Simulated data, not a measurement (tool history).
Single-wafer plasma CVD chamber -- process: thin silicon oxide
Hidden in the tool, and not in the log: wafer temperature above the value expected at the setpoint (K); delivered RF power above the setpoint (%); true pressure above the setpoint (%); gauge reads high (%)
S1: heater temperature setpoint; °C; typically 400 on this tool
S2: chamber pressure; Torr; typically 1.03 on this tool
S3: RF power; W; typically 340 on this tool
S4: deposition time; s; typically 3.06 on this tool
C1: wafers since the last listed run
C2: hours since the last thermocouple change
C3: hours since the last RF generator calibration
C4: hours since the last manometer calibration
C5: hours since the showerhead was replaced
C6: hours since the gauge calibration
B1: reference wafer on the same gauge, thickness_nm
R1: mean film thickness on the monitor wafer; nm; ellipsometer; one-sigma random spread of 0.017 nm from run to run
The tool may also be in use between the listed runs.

run	day	S1	S2	S3	S4	C1	C2	C3	C4	C5	C6	B1	R1
1	0	400	1.03	340	3.06	0	1605.8	358.9	2432.7	4711.9	419	6.123	6.704
2	2.254	410	1.03	340	3.06	1332	1659.9	413	2486.8	4766	473.1	6.122	6.614
3	3.962	410	1.03	340	3.06	1009	1700.9	454	2527.8	4807	514.1	6.116	6.642
# day 3.996: gauge calibrated
4	5.488	410	1.03	340	3.06	901	1737.5	490.6	2564.4	4843.6	35.8	6.121	6.608
5	6.638	400	1.03	340	3.06	679	1765.1	518.2	2592	4871.2	63.4	6.121	6.686
6	9.529	400	1.03	340	3.06	1709	1834.5	587.6	2661.4	4940.6	132.8	6.118	6.674
7	12.408	411	1.03	340	3.06	1702	1903.6	656.7	2730.5	5009.7	201.9	6.12	6.56
8	13.696	400	1.15	340	3.06	761	1934.5	687.6	2761.4	5040.6	232.8	6.12	7.059
# day 14.488: thermocouple changed; heater temperature recalibrated
9	14.779	385	0.96	340	3.06	443	7	713.6	2787.4	5066.6	258.8	6.123	6.356
# day 16.796: capacitance manometer re-zeroed and calibrated
# day 17.058: showerhead replaced
10	17.079	411	1.1	375	2.7	1006	62.2	768.8	6.8	0.5	314	6.117	6.541
11	18.225	400	1.13	340	3.06	677	89.7	796.3	34.3	28	341.5	6.119	7.294
12	19.254	410	1.03	340	3.25	608	114.4	821	59	52.7	366.2	6.117	7.254
13	20.8	400	1.03	340	3.06	913	151.5	858.1	96.1	89.8	403.3	6.118	6.879
# day 22.729: RF generator calibrated
14	22.9	400	0.85	370	3.44	1044	201.9	4.1	146.5	140.2	453.7	6.119	7.157
# day 23.65: gauge calibrated
15	27.796	400	1.03	340	3.06	2894	319.4	121.6	264	257.7	99.5	6.121	6.946
16	29.2	400	1.03	340	3.06	830	353.1	155.3	297.7	291.4	133.2	6.12	6.912
17	31.529	387	1.03	340	2.72	1377	409	211.2	353.6	347.3	189.1	6.123	6.224

Each row is a separate what-if for the run after 17, all from the same tool condition, not one after another. Results?
A	31.546	407	1.03	340	3.06	9	409.4	211.6	354	347.7	189.5	?	?
B	31.546	394	1.03	340	3.06	9	409.4	211.6	354	347.7	189.5	?	?
C	31.546	412	1.15	340	2.82	9	409.4	211.6	354	347.7	189.5	?	?
D	31.546	400	1.28	340	3.06	9	409.4	211.6	354	347.7	189.5	?	?
E	31.546	394	1.12	305	3.65	9	409.4	211.6	354	347.7	189.5	?	?

run	B1	R1
A	6.12	6.868
B	6.12	6.934
C	6.12	6.707
D	6.12	7.797
E	6.12	8.345
What these runs would have given with no unlogged condition in the tool:
run	R1
A	7.079
B	7.148
C	6.914
D	7.977
E	8.604
